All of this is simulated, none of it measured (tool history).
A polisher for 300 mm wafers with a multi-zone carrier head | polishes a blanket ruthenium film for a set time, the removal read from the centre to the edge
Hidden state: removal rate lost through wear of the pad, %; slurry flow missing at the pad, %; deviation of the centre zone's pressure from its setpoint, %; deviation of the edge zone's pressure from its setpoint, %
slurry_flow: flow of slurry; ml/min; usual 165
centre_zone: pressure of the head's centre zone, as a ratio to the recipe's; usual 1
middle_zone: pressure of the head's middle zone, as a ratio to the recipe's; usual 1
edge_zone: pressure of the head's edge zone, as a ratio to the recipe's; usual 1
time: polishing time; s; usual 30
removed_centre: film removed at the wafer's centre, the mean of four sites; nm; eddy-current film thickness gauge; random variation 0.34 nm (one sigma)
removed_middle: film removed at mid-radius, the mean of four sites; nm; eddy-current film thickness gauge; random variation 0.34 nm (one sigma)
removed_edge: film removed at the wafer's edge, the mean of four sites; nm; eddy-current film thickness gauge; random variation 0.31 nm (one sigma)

run	hour	slurry_flow	centre_zone	middle_zone	edge_zone	time	wafers since the last listed run	wafers polished on this pad	hours since the slurry nozzle was cleaned	hours since the centre zone pressure was calibrated	hours since the edge zone pressure was calibrated	hours since the carrier head's membrane was replaced	incoming thickness of the incoming film, nm	removed_centre	removed_middle	removed_edge
1	0	200	1	1	1	30	0	1051	233.6	180.5	229.4	320.9	281.1	29.9	30.3	30.1
2	47.3	165	1	1.08	1	30	466	1517	280.9	227.8	276.7	368.2	277.7	29.6	31.7	30.1
3	90.7	165	1	1	1	30	427	1945	324.3	271.2	320.1	411.6	282.5	29.2	30.1	29.7
# hour 288.7: carrier head's membrane replaced by a new one
4	391.6	215	1	1.03	1	30	2915	4860	625.2	572.1	621	102.9	279.6	28.4	31.9	29.8
5	437	165	1	0.92	0.94	30	447	5308	670.6	617.5	666.4	148.3	279.2	27.4	28	28.7
6	489	200	1	1	1	30	512	5820	722.6	669.5	718.4	200.3	279.1	27.7	30.7	30.2
# hour 505.7: slurry nozzle cleaned
7	561.1	165	0.96	1.03	1	30	700	6520	55.4	741.6	790.5	272.4	282.7	25	30.9	29.4
# hour 576: centre zone pressure recalibrated
8	609.2	165	1	1	1	30	454	6975	103.5	33.2	838.6	320.5	277	29.4	29.9	29.1
# hour 651.2: worn pad replaced by a new one
# hour 652.3: edge zone pressure recalibrated
9	682.4	145	0.96	0.93	0.93	30	671	296	176.7	106.4	30.1	393.7	273.8	28.1	27.2	28.3
10	783.7	165	1	1	0.93	30	998	1294	278	207.7	131.4	495	280.9	29.1	29.3	28.7
11	838.6	165	0.89	1	1	30	540	1835	332.9	262.6	186.3	549.9	279.3	26.3	29.8	29.6
12	941.1	165	1	1	1	30	1009	2845	435.4	365.1	288.8	652.4	278	28.2	30	29.6
# hour 1015.9: carrier head's membrane replaced by a new one
13	1047.4	165	0.96	1	1	34	998	3843	541.7	471.4	395.1	31.5	278.7	30.1	33.3	33.3
14	1096.9	165	1	0.93	1	37	487	4331	591.2	520.9	444.6	81	281.8	34.5	34.5	37.3
15	1160.8	215	1.11	0.91	1	30	629	4961	655.1	584.8	508.5	144.9	277.6	30.1	28.2	30
# hour 1227: slurry nozzle cleaned
16	1256.7	125	1	0.95	1.1	38	935	5896	29.7	680.7	604.4	240.8	283.2	32.3	34.5	37.4
# hour 1266.5: centre zone pressure recalibrated
# hour 1356.5: worn pad replaced by a new one
17	1406.5	165	1	1	1	30	1416	492	179.5	140	754.2	390.6	282.9	29.1	29.8	29.8
# hour 1581.1: edge zone pressure recalibrated
18	1604.4	165	1	1	1	30	1930	2422	377.4	337.9	23.3	588.5	274.5	28.9	30	29.6
19	1708.1	165	0.92	1	0.95	34	1021	3444	481.1	441.6	127	692.2	282.1	30	33.6	33
# hour 1729.1: carrier head's membrane replaced by a new one
20	1758	145	1	1	1	30	442	3886	531	491.5	176.9	28.9	281.4	27.2	29.3	29.3
21	1921.6	205	1	1	1.03	30	1611	5498	694.6	655.1	340.5	192.5	274	28.2	30	30.5
# hour 1946.1: slurry nozzle cleaned
22	1994.3	165	0.88	1	1	30	706	6205	48.2	727.8	413.2	265.2	283.4	23.2	29.7	29.6

The tool's hidden state at each run:
removal rate lost through wear of the pad, %: 0 in every run
slurry flow missing at the pad, %: 0 in every run
deviation of the edge zone's pressure from its setpoint, %: 0 in every run
H1: deviation of the centre zone's pressure from its setpoint, %
run	H1
1	-1.65
2	-2.12
3	-2.65
4	-8.82
5	-10.1
6	-11.8
7	-14.2
8	-2.06
9	-2.3
10	-3.08
11	-3.71
12	-5.27
13	-7.43
14	-8.63
15	-10.3
16	-13.3
17	-2.02
18	-4.32
19	-6.29
20	-7.42
21	-12
22	-14.4
